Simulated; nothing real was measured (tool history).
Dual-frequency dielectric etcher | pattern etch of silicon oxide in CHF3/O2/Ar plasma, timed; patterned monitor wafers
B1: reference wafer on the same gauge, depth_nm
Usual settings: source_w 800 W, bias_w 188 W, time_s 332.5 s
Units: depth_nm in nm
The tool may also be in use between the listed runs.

run 1 hour=0.0 | source_w=800 bias_w=188 time_s=332.5 | B1=824.9 | depth_nm=814.3
run 2 hour=33.7 | source_w=800 bias_w=188 time_s=332.5 | B1=825.8 | depth_nm=805.8
run 3 hour=70.1 | source_w=800 bias_w=188 time_s=332.5 | B1=827.3 | depth_nm=816.1
-- hour=138.5 upper electrode replaced
run 4 hour=139.0 | source_w=800 bias_w=188 time_s=332.5 | B1=827.3 | depth_nm=817.3
run 5 hour=176.7 | source_w=800 bias_w=188 time_s=332.5 | B1=828.6 | depth_nm=800.8
run 6 hour=239.6 | source_w=800 bias_w=188 time_s=332.5 | B1=829.8 | depth_nm=821.9
run 7 hour=309.2 | source_w=800 bias_w=188 time_s=332.5 | B1=832.0 | depth_nm=818.4
run 8 hour=370.9 | source_w=800 bias_w=188 time_s=332.5 | B1=832.9 | depth_nm=811.9
run 9 hour=430.9 | source_w=800 bias_w=188 time_s=332.5 | B1=834.1 | depth_nm=805.6
-- hour=514.5 wet clean of the chamber
run 10 hour=515.0 | source_w=800 bias_w=169 time_s=332.5 | B1=835.9 | depth_nm=794.9
run 11 hour=536.9 | source_w=800 bias_w=230 time_s=332.5 | B1=836.4 | depth_nm=892.1
run 12 hour=582.6 | source_w=630 bias_w=171 time_s=255.5 | B1=837.9 | depth_nm=561.7
run 13 hour=610.2 | source_w=800 bias_w=188 time_s=332.5 | B1=837.8 | depth_nm=820.2
run 14 hour=654.1 | source_w=800 bias_w=188 time_s=332.5 | B1=839.3 | depth_nm=817.6
run 15 hour=713.3 | source_w=800 bias_w=188 time_s=428.5 | B1=840.5 | depth_nm=1046.0
run 16 hour=783.0 | source_w=800 bias_w=188 time_s=332.5 | B1=841.7 | depth_nm=832.9

Forecast run 17:
-- hour=811.3 source power generator calibrated
run 17 hour=822.0 | source_w=710 bias_w=151 time_s=299.5 | B1=? | depth_nm=?

Run 17 gave B1 842.4, depth_nm 657.3 nm.
Without the tool's hidden state the same run would have given depth_nm 619.4 nm.
